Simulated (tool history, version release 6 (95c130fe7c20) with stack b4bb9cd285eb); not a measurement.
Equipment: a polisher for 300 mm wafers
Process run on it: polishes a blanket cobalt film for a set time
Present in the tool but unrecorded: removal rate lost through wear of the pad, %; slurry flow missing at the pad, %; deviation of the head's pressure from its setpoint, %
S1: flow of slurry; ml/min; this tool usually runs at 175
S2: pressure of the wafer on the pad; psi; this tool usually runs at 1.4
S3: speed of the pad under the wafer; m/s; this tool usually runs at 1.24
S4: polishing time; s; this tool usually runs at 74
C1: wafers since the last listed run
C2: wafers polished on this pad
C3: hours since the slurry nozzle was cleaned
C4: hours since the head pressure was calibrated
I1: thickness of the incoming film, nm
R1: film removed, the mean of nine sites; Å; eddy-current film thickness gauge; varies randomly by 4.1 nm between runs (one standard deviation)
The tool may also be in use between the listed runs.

| run | hour | S1 | S2 | S3 | S4 | C1 | C2 | C3 | C4 | I1 | R1 |
|---|---|---|---|---|---|---|---|---|---|---|---|
| 1 | 0.0 | 175 | 1.4 | 1.24 | 74 | 0 | 1248 | 633.2 | 68.1 | 1117.8 | 3299 |
|  | 0.6 | slurry nozzle cleaned |
| 2 | 102.6 | 175 | 1.4 | 1.24 | 74 | 1256 | 2504 | 102.0 | 170.7 | 1093.0 | 3357 |
|  | 197.9 | worn pad replaced by a new one |
| 3 | 198.4 | 175 | 1.4 | 1.24 | 74 | 1130 | 6 | 197.8 | 266.5 | 1111.5 | 3295 |
| 4 | 256.1 | 175 | 1.4 | 1.24 | 74 | 710 | 716 | 255.5 | 324.2 | 1131.1 | 3299 |
| 5 | 339.3 | 175 | 1.4 | 1.24 | 74 | 1024 | 1741 | 338.7 | 407.4 | 1121.3 | 3287 |
| 6 | 377.7 | 175 | 1.4 | 1.24 | 74 | 472 | 2213 | 377.1 | 445.8 | 1089.3 | 3231 |
| 7 | 453.7 | 175 | 1.4 | 1.24 | 74 | 935 | 3149 | 453.1 | 521.8 | 1102.7 | 3296 |
|  | 499.9 | worn pad replaced by a new one |
| 8 | 508.5 | 175 | 1.4 | 1.24 | 74 | 625 | 106 | 507.9 | 576.6 | 1091.3 | 3249 |
| 9 | 547.1 | 175 | 1.4 | 1.24 | 74 | 475 | 581 | 546.5 | 615.2 | 1122.6 | 3210 |
| 10 | 614.2 | 175 | 1.4 | 1.24 | 74 | 826 | 1407 | 613.6 | 682.3 | 1126.6 | 3107 |
|  | 664.4 | head pressure recalibrated |
|  | 672.9 | slurry nozzle cleaned |
| 11 | 690.5 | 145 | 1.2 | 0.84 | 88 | 902 | 2310 | 17.6 | 26.1 | 1135.7 | 2488 |
| 12 | 747.2 | 190 | 1.1 | 1.24 | 93 | 698 | 3008 | 74.3 | 82.8 | 1109.6 | 3830 |
|  | 782.3 | worn pad replaced by a new one, of another model than before |
| 13 | 790.7 | 175 | 1.4 | 1.24 | 74 | 486 | 103 | 117.8 | 126.3 | 1109.3 | 3403 |
| 14 | 859.3 | 175 | 1.4 | 1.24 | 74 | 844 | 947 | 186.4 | 194.9 | 1087.0 | 3453 |
|  | 1101.1 | worn pad replaced by a new one |
| 15 | 1169.9 | 230 | 1.4 | 0.98 | 74 | 3774 | 846 | 497.0 | 505.5 | 1112.7 | 3018 |
| 16 | 1250.1 | 175 | 1.4 | 1.24 | 74 | 987 | 1834 | 577.2 | 585.7 | 1102.9 | 3315 |
|  | 1305.6 | head pressure recalibrated |
| 17 | 1330.3 | 155 | 1.7 | 1.66 | 49 | 962 | 2796 | 657.4 | 24.7 | 1122.8 | 2783 |
| 18 | 1367.5 | 200 | 1.2 | 1.24 | 81 | 458 | 3254 | 694.6 | 61.9 | 1108.6 | 3725 |
|  | 1374.5 | slurry nozzle cleaned |
|  | 1417.9 | worn pad replaced by a new one |
| 19 | 1424.1 | 135 | 1.4 | 1.48 | 74 | 635 | 75 | 49.6 | 118.5 | 1110.7 | 3517 |
| 20 | 1486.8 | 175 | 1.4 | 1.24 | 74 | 771 | 847 | 112.3 | 181.2 | 1118.2 | 3426 |

Each row is a separate what-if for the run after 20, all from the same tool condition, not one after another. Results?
| A | 1487.2 | 130 | 1.4 | 1.24 | 74 | 4 | 852 | 112.7 | 181.6 | 1120.8 | ? |
| B | 1487.2 | 120 | 1.1 | 1.24 | 74 | 4 | 852 | 112.7 | 181.6 | 1120.8 | ? |
| C | 1487.2 | 175 | 1.2 | 1.42 | 74 | 4 | 852 | 112.7 | 181.6 | 1120.8 | ? |
| D | 1487.2 | 175 | 1.6 | 1.24 | 74 | 4 | 852 | 112.7 | 181.6 | 1120.8 | ? |

| run | R1 |
|---|---|
| A | 3081 |
| B | 2773 |
| C | 3455 |
| D | 3505 |
With no hidden state in the tool, these same runs would have given:
| run | R1 |
|---|---|
| A | 3086 |
| B | 2778 |
| C | 3461 |
| D | 3511 |
